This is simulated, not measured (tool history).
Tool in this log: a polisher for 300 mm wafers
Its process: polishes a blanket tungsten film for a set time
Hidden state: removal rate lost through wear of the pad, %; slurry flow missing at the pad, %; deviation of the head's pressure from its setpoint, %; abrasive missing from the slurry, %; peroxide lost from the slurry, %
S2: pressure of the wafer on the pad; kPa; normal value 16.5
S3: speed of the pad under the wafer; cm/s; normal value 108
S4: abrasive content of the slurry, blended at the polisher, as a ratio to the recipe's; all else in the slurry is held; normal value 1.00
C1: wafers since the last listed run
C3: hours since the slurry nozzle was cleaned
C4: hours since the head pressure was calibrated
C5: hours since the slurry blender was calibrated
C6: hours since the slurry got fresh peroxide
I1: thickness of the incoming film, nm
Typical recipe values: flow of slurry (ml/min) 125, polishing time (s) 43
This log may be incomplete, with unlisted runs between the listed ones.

Run 1, hour 0.0: usual settings but S3 78 cm/s; C1 0; wafers polished on this pad 4111; C3 548.7; C4 932.4; C5 296.0; C6 94.9; I1 785.0. Result: film removed (Å) 913.
At hour 43.6: worn pad replaced by a new one.
At hour 66.1: slurry blender recalibrated.
Run 2, hour 76.0: usual settings; C1 979; wafers polished on this pad 425; C3 624.7; C4 1008.4; C5 9.9; C6 170.9; I1 778.2. Result: film removed (Å) 1245.
Run 3, hour 140.7: usual settings; C1 905; wafers polished on this pad 1330; C3 689.4; C4 1073.1; C5 74.6; C6 235.6; I1 782.2. Result: film removed (Å) 1268.
Run 4, hour 192.4: usual settings; C1 723; wafers polished on this pad 2054; C3 741.1; C4 1124.8; C5 126.3; C6 287.3; I1 790.6. Result: film removed (Å) 1287.
At hour 201.8: head pressure recalibrated.
At hour 216.9: slurry tank refilled with fresh slurry and peroxide.
At hour 227.4: slurry nozzle cleaned.
Run 5, hour 271.3: usual settings; C1 1048; wafers polished on this pad 3102; C3 43.9; C4 69.5; C5 205.2; C6 54.4; I1 773.1. Result: film removed (Å) 1262.
Run 6, hour 316.2: usual settings; C1 628; wafers polished on this pad 3731; C3 88.8; C4 114.4; C5 250.1; C6 99.3; I1 764.4. Result: film removed (Å) 1267.
Run 7, hour 389.3: usual settings; C1 1023; wafers polished on this pad 4754; C3 161.9; C4 187.5; C5 323.2; C6 172.4; I1 774.8. Result: film removed (Å) 1296.
At hour 446.7: worn pad replaced by a new one.
At hour 468.6: slurry blender recalibrated.
Run 8, hour 488.2: usual settings; C1 1300; wafers polished on this pad 553; C3 260.8; C4 286.4; C5 19.6; C6 271.3; I1 771.3. Result: film removed (Å) 1293.
At hour 605.5: slurry tank refilled with fresh slurry and peroxide.
At hour 751.5: worn pad replaced by a new one.
At hour 782.6: slurry blender recalibrated.
Run 9, hour 790.9: usual settings; C1 4138; wafers polished on this pad 522; C3 563.5; C4 589.1; C5 8.3; C6 185.4; I1 789.0. Result: film removed (Å) 1277.
Run 10, hour 871.4: usual settings but S4 0.95; C1 1126; wafers polished on this pad 1649; C3 644.0; C4 669.6; C5 88.8; C6 265.9; I1 784.2. Result: film removed (Å) 1270.
At hour 924.1: slurry tank refilled with fresh slurry and peroxide.
Run 11, hour 924.5: usual settings but S2 18.6 kPa, S3 98 cm/s, polishing time (s) 32; C1 729; wafers polished on this pad 2378; C3 697.1; C4 722.7; C5 141.9; C6 0.4; I1 789.1. Result: film removed (Å) 968.
At hour 942.6: slurry nozzle cleaned.
Run 12, hour 987.7: usual settings; C1 870; wafers polished on this pad 3249; C3 45.1; C4 785.9; C5 205.1; C6 63.6; I1 769.6. Result: film removed (Å) 1260.
At hour 1056.3: worn pad replaced by a new one.
Run 13, hour 1090.7: usual settings but polishing time (s) 50; C1 1385; wafers polished on this pad 481; C3 148.1; C4 888.9; C5 308.1; C6 166.6; I1 775.5. Result: film removed (Å) 1467.
Run 14, hour 1148.7: usual settings but S2 12.4 kPa, S4 1.15, polishing time (s) 30; C1 811; wafers polished on this pad 1293; C3 206.1; C4 946.9; C5 366.1; C6 224.6; I1 794.7. Result: film removed (Å) 740.
At hour 1151.8: slurry blender recalibrated.
At hour 1175.5: head pressure recalibrated.
At hour 1294.1: slurry tank refilled with fresh slurry and peroxide.
Run 15, hour 1317.2: usual settings but S2 11.7 kPa, S4 1.30, polishing time (s) 53; C1 2288; wafers polished on this pad 3581; C3 374.6; C4 141.7; C5 165.4; C6 23.1; I1 788.4. Result: film removed (Å) 1283.
Run 16, hour 1382.2: usual settings but S2 20.0 kPa; C1 909; wafers polished on this pad 4491; C3 439.6; C4 206.7; C5 230.4; C6 88.1; I1 765.5. Result: film removed (Å) 1535.
At hour 1409.0: worn pad replaced by a new one.
Run 17, hour 1427.4: usual settings but flow of slurry (ml/min) 150, S2 14.5 kPa, S3 98 cm/s, S4 1.20; C1 576; wafers polished on this pad 257; C3 484.8; C4 251.9; C5 275.6; C6 133.3; I1 783.2. Result: film removed (Å) 1135.
At hour 1486.0: slurry blender recalibrated.
Run 18, hour 1596.5: usual settings; C1 2338; wafers polished on this pad 2595; C3 653.9; C4 421.0; C5 110.5; C6 302.4; I1 783.5. Result: film removed (Å) 1225.
Run 19, hour 1663.0: usual settings; C1 930; wafers polished on this pad 3526; C3 720.4; C4 487.5; C5 177.0; C6 368.9; I1 792.1. Result: film removed (Å) 1231.
At hour 1692.2: slurry tank refilled with fresh slurry and peroxide.
At hour 1713.2: slurry nozzle cleaned.
At hour 1734.8: worn pad replaced by a new one.
Run 20, hour 1736.1: usual settings but flow of slurry (ml/min) 145, S4 0.85; C1 939; wafers polished on this pad 18; C3 22.9; C4 560.6; C5 250.1; C6 43.9; I1 770.0. Result: film removed (Å) 1229.
Run 21, hour 1789.0: usual settings; C1 740; wafers polished on this pad 759; C3 75.8; C4 613.5; C5 303.0; C6 96.8; I1 793.4. Result: film removed (Å) 1301.

List, for all runs, the conditions of the tool that the log does not record:
removal rate lost through wear of the pad, %: 0 on each run
slurry flow missing at the pad, %: 0 on each run
deviation of the head's pressure from its setpoint, %: 0 on each run
abrasive missing from the slurry, %: 0 on each run
peroxide lost from the slurry, %: 0 on each run
